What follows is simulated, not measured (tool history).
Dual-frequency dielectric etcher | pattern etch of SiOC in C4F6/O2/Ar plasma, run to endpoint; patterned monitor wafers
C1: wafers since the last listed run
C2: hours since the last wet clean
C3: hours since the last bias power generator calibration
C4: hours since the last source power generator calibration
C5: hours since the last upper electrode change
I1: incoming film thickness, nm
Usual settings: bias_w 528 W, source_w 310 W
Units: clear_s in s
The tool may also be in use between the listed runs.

Run 1, hour 0.0: usual settings but bias_w 491 W; C1 0; C2 476.5; C3 2660.8; C4 2683.5; C5 4352.0; I1 34.13. Result: clear_s 13.1 s.
At hour 42.8: wet clean of the chamber.
Run 2, hour 49.6: usual settings; C1 370; C2 6.8; C3 2710.4; C4 2733.1; C5 4401.6; I1 33.81. Result: clear_s 12.4 s.
Run 3, hour 118.9: usual settings; C1 1003; C2 76.1; C3 2779.7; C4 2802.4; C5 4470.9; I1 33.57. Result: clear_s 12.4 s.
Run 4, hour 182.9: usual settings; C1 926; C2 140.1; C3 2843.7; C4 2866.4; C5 4534.9; I1 33.75. Result: clear_s 12.6 s.
Run 5, hour 467.4: usual settings; C1 4118; C2 424.6; C3 3128.2; C4 3150.9; C5 4819.4; I1 33.76. Result: clear_s 12.6 s.
At hour 499.5: source power generator calibrated.
At hour 526.8: wet clean of the chamber.
At hour 545.6: upper electrode replaced.
Run 6, hour 547.9: usual settings; C1 487; C2 21.1; C3 3208.7; C4 48.4; C5 2.3; I1 33.75. Result: clear_s 12.5 s.
Run 7, hour 612.7: usual settings; C1 938; C2 85.9; C3 3273.5; C4 113.2; C5 67.1; I1 33.55. Result: clear_s 12.4 s.
Run 8, hour 697.6: usual settings; C1 1229; C2 170.8; C3 3358.4; C4 198.1; C5 152.0; I1 33.33. Result: clear_s 12.4 s.
Run 9, hour 796.5: usual settings; C1 1431; C2 269.7; C3 3457.3; C4 297.0; C5 250.9; I1 33.67. Result: clear_s 12.6 s.
Run 10, hour 841.8: usual settings; C1 655; C2 315.0; C3 3502.6; C4 342.3; C5 296.2; I1 34.13. Result: clear_s 12.7 s.
Run 11, hour 912.3: usual settings; C1 1020; C2 385.5; C3 3573.1; C4 412.8; C5 366.7; I1 34.17. Result: clear_s 12.7 s.
Run 12, hour 963.5: usual settings; C1 741; C2 436.7; C3 3624.3; C4 464.0; C5 417.9; I1 33.59. Result: clear_s 12.6 s.
At hour 1012.7: wet clean of the chamber.
Run 13, hour 1025.4: usual settings; C1 548; C2 12.7; C3 3686.2; C4 525.9; C5 479.8; I1 33.97. Result: clear_s 12.6 s.
Run 14, hour 1106.4: usual settings but bias_w 659 W, source_w 250 W; C1 1172; C2 93.7; C3 3767.2; C4 606.9; C5 560.8; I1 33.54. Result: clear_s 12.5 s.
Run 15, hour 1171.1: usual settings but source_w 350 W; C1 936; C2 158.4; C3 3831.9; C4 671.6; C5 625.5; I1 33.92. Result: clear_s 12.1 s.
At hour 1219.1: bias power generator calibrated.
Run 16, hour 1246.1: usual settings; C1 1027; C2 233.4; C3 27.0; C4 746.6; C5 700.5; I1 34.03. Result: clear_s 12.7 s.
Run 17, hour 1335.9: usual settings but source_w 390 W; C1 1299; C2 323.2; C3 116.8; C4 836.4; C5 790.3; I1 33.83. Result: clear_s 11.6 s.
Run 18, hour 1381.7: usual settings but bias_w 399 W, source_w 360 W; C1 663; C2 369.0; C3 162.6; C4 882.2; C5 836.1; I1 33.70. Result: clear_s 13.0 s.
Run 19, hour 1423.8: usual settings but bias_w 639 W, source_w 290 W; C1 609; C2 411.1; C3 204.7; C4 924.3; C5 878.2; I1 34.14. Result: clear_s 12.4 s.
Run 20, hour 1487.9: usual settings but bias_w 616 W; C1 927; C2 475.2; C3 268.8; C4 988.4; C5 942.3; I1 34.21. Result: clear_s 12.2 s.
Run 21, hour 1552.1: usual settings but bias_w 652 W, source_w 340 W; C1 929; C2 539.4; C3 333.0; C4 1052.6; C5 1006.5; I1 34.02. Result: clear_s 11.5 s.
At hour 1590.1: wet clean of the chamber.
Run 22, hour 1590.6: usual settings but bias_w 418 W; C1 209; C2 0.5; C3 371.5; C4 1091.1; C5 1045.0; I1 34.04. Result: clear_s 13.6 s.

3 ways to go on from here, each from the tool as it stands after run 22. What would each give?
Run A, hour 1591.0: usual settings; C1 5; C2 0.9; C3 371.9; C4 1091.5; C5 1045.4; I1 33.72. Result: clear_s ?.
Run B, hour 1591.0: usual settings but bias_w 561 W, source_w 250 W; C1 5; C2 0.9; C3 371.9; C4 1091.5; C5 1045.4; I1 33.72. Result: clear_s ?.
Run C, hour 1591.0: usual settings but bias_w 565 W, source_w 280 W; C1 5; C2 0.9; C3 371.9; C4 1091.5; C5 1045.4; I1 33.72. Result: clear_s ?.

run  clear_s
  A     12.5
  B     13.3
  C     12.7
Without the tool's hidden state the same runs would have given:
run  clear_s
  A     12.5
  B     13.2
  C     12.7
